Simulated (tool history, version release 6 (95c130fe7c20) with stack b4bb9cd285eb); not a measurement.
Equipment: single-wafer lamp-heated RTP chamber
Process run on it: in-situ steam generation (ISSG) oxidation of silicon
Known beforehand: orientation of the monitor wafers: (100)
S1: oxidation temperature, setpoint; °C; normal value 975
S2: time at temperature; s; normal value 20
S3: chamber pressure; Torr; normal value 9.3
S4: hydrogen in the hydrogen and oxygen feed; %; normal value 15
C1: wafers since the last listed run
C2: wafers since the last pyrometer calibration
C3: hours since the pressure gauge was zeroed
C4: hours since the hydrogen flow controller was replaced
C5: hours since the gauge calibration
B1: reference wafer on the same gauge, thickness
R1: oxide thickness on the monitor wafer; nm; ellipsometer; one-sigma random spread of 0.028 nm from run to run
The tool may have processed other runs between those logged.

run 1 hour=0 | S1=975 S2=20 S3=9.3 S4=15 | C1=0 C2=5296 C3=5026.5 C4=4509.6 C5=77.3 | B1=5.265 | R1=4.79
run 2 hour=11.7 | S1=975 S2=20 S3=9.3 S4=15 | C1=83 C2=5380 C3=5038.2 C4=4521.3 C5=89 | B1=5.254 | R1=4.813
run 3 hour=27.4 | S1=975 S2=20 S3=9.3 S4=15 | C1=112 C2=5492 C3=5053.9 C4=4537 C5=104.7 | B1=5.263 | R1=4.807
run 4 hour=37.8 | S1=975 S2=20 S3=9.3 S4=15 | C1=74 C2=5567 C3=5064.3 C4=4547.4 C5=115.1 | B1=5.262 | R1=4.789
run 5 hour=44 | S1=975 S2=20 S3=9.3 S4=15 | C1=44 C2=5611 C3=5070.5 C4=4553.6 C5=121.3 | B1=5.264 | R1=4.876
run 6 hour=52.8 | S1=975 S2=20 S3=9.3 S4=15 | C1=62 C2=5674 C3=5079.3 C4=4562.4 C5=130.1 | B1=5.254 | R1=4.765
run 7 hour=67.1 | S1=975 S2=20 S3=9.6 S4=17 | C1=102 C2=5776 C3=5093.6 C4=4576.7 C5=144.4 | B1=5.262 | R1=4.95
run 8 hour=83.7 | S1=975 S2=20 S3=9.6 S4=17 | C1=118 C2=5895 C3=5110.2 C4=4593.3 C5=161 | B1=5.256 | R1=4.952
run 9 hour=96.1 | S1=990 S2=20 S3=9.3 S4=15 | C1=88 C2=5984 C3=5122.6 C4=4605.7 C5=173.4 | B1=5.26 | R1=5.096
run 10 hour=106.5 | S1=990 S2=20 S3=9.3 S4=15 | C1=74 C2=6058 C3=5133 C4=4616.1 C5=183.8 | B1=5.262 | R1=5.067
run 11 hour=112.7 | S1=990 S2=20 S3=9.3 S4=15 | C1=44 C2=6103 C3=5139.2 C4=4622.3 C5=190 | B1=5.262 | R1=5.104
run 12 hour=123.6 | S1=975 S2=20 S3=9.3 S4=15 | C1=77 C2=6181 C3=5150.1 C4=4633.2 C5=200.9 | B1=5.247 | R1=4.877
run 13 hour=141.1 | S1=975 S2=20 S3=9.3 S4=15 | C1=125 C2=6306 C3=5167.6 C4=4650.7 C5=218.4 | B1=5.261 | R1=4.813
run 14 hour=154.8 | S1=975 S2=20 S3=9.3 S4=15 | C1=98 C2=6404 C3=5181.3 C4=4664.4 C5=232.1 | B1=5.264 | R1=4.824
run 15 hour=167.8 | S1=975 S2=18 S3=7.9 S4=15 | C1=93 C2=6497 C3=5194.3 C4=4677.4 C5=245.1 | B1=5.263 | R1=4.634
-- hour=175.5 gauge calibrated
-- hour=182.6 pressure gauge zeroed
run 16 hour=183.1 | S1=975 S2=20 S3=9.3 S4=15 | C1=52 C2=6549 C3=0.5 C4=4692.7 C5=7.6 | B1=5.265 | R1=4.849
run 17 hour=188.1 | S1=962 S2=12 S3=10.2 S4=23 | C1=35 C2=6585 C3=5.5 C4=4697.7 C5=12.6 | B1=5.257 | R1=4.092
run 18 hour=197.3 | S1=975 S2=18 S3=9.3 S4=11 | C1=65 C2=6651 C3=14.7 C4=4706.9 C5=21.8 | B1=5.254 | R1=4.376
run 19 hour=213.1 | S1=975 S2=20 S3=9.6 S4=17 | C1=113 C2=6764 C3=30.5 C4=4722.7 C5=37.6 | B1=5.26 | R1=4.935
run 20 hour=219.4 | S1=975 S2=20 S3=9.3 S4=15 | C1=45 C2=6809 C3=36.8 C4=4729 C5=43.9 | B1=5.259 | R1=4.88
run 21 hour=234.5 | S1=983 S2=25 S3=10.2 S4=11 | C1=108 C2=6917 C3=51.9 C4=4744.1 C5=59 | B1=5.255 | R1=5.118
run 22 hour=242.6 | S1=962 S2=13 S3=8.5 S4=11 | C1=57 C2=6975 C3=60 C4=4752.2 C5=67.1 | B1=5.251 | R1=3.652
run 23 hour=260.1 | S1=975 S2=14 S3=9.3 S4=18 | C1=125 C2=7100 C3=77.5 C4=4769.7 C5=84.6 | B1=5.259 | R1=4.314
-- hour=280.5 hydrogen flow controller replaced
-- hour=298.2 pyrometer window cleaned and pyrometer calibrated
run 24 hour=302.2 | S1=981 S2=25 S3=8.7 S4=23 | C1=186 C2=28 C3=119.6 C4=21.7 C5=126.7 | B1=5.257 | R1=5.939
run 25 hour=318.3 | S1=990 S2=24 S3=9.8 S4=12 | C1=115 C2=143 C3=135.7 C4=37.8 C5=142.8 | B1=5.268 | R1=5.271
run 26 hour=332 | S1=975 S2=20 S3=9.3 S4=15 | C1=98 C2=241 C3=149.4 C4=51.5 C5=156.5 | B1=5.257 | R1=4.784
run 27 hour=341.5 | S1=975 S2=20 S3=9.3 S4=15 | C1=67 C2=309 C3=158.9 C4=61 C5=166 | B1=5.254 | R1=4.883
run 28 hour=355.4 | S1=965 S2=23 S3=8.1 S4=15 | C1=99 C2=408 C3=172.8 C4=74.9 C5=179.9 | B1=5.258 | R1=4.976
run 29 hour=370.4 | S1=975 S2=20 S3=9.3 S4=15 | C1=107 C2=516 C3=187.8 C4=89.9 C5=194.9 | B1=5.255 | R1=4.852
run 30 hour=381.2 | S1=975 S2=20 S3=9.3 S4=15 | C1=77 C2=593 C3=198.6 C4=100.7 C5=205.7 | B1=5.264 | R1=4.793

Each row is a separate what-if for the run after 30, all from the same tool condition, not one after another. Results?
run A hour=381.7 | S1=975 S2=20 S3=9.3 S4=15 | C1=3 C2=597 C3=199.1 C4=101.2 C5=206.2 | B1=? | R1=?
run B hour=381.7 | S1=980 S2=15 S3=8.5 S4=11 | C1=3 C2=597 C3=199.1 C4=101.2 C5=206.2 | B1=? | R1=?
run C hour=381.7 | S1=986 S2=13 S3=10 S4=11 | C1=3 C2=597 C3=199.1 C4=101.2 C5=206.2 | B1=? | R1=?
run D hour=381.7 | S1=960 S2=28 S3=10.2 S4=19 | C1=3 C2=597 C3=199.1 C4=101.2 C5=206.2 | B1=? | R1=?
run E hour=381.7 | S1=968 S2=20 S3=9.3 S4=15 | C1=3 C2=597 C3=199.1 C4=101.2 C5=206.2 | B1=? | R1=?

run=A B1=5.257 R1=4.808
run=B B1=5.257 R1=4.054
run=C B1=5.257 R1=3.826
run=D B1=5.257 R1=5.498
run=E B1=5.257 R1=4.695
With no hidden state in the tool, these same runs would have given:
run=A R1=4.808
run=B R1=4.054
run=C R1=3.826
run=D R1=5.498
run=E R1=4.695

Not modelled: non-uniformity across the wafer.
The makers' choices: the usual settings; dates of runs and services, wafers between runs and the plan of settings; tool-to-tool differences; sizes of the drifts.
